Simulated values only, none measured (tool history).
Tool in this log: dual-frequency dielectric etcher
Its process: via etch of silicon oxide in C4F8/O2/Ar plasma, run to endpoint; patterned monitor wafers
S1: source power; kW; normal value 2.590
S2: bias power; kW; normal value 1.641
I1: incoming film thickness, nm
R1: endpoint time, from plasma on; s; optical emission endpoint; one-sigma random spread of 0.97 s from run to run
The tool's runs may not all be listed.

run     day     S1     S2      I1     R1
  1   0.000  2.590  1.641  1230.8  251.1
  2   1.125  2.310  1.370  1249.1  287.6
  3   2.304  2.310  1.370  1241.5  286.9
  4   2.812  2.310  1.370  1240.6  286.8
  5   3.775  2.590  1.641  1234.1  253.6
      4.779  -- source power generator calibrated
      5.492  -- wet clean of the chamber
      5.892  -- upper electrode replaced
  6   5.912  2.590  1.641  1238.8  258.0
  7   5.929  2.590  1.641  1239.8  259.1
  8   6.375  2.040  1.641  1244.4  288.3
      6.925  -- bias power generator calibrated
  9   7.483  2.590  1.744  1250.3  256.5
      8.767  -- wet clean of the chamber, repeated, since the last time left the tool worse
 10   8.788  2.260  1.391  1241.8  282.1
 11   9.671  2.590  1.641  1243.9  250.7
 12  10.558  3.060  1.641  1261.0  238.8
 13  11.175  2.900  1.410  1230.5  248.6
 14  12.608  2.590  1.641  1227.2  249.3
 15  14.071  2.590  1.268  1252.4  277.8

Each run again, without the hidden state but with its own random variation kept:
The tool's hidden condition here consists of: etch rate over this chamber's usual, %; source power that arrives over what is set, %; bias power that arrives over what is set, %.
run     R1
  1  248.2
  2  283.8
  3  282.6
  4  282.3
  5  249.4
  6  250.2
  7  251.2
  8  279.4
  9  248.1
 10  282.2
 11  250.4
 12  238.3
 13  247.9
 14  248.1
 15  276.0
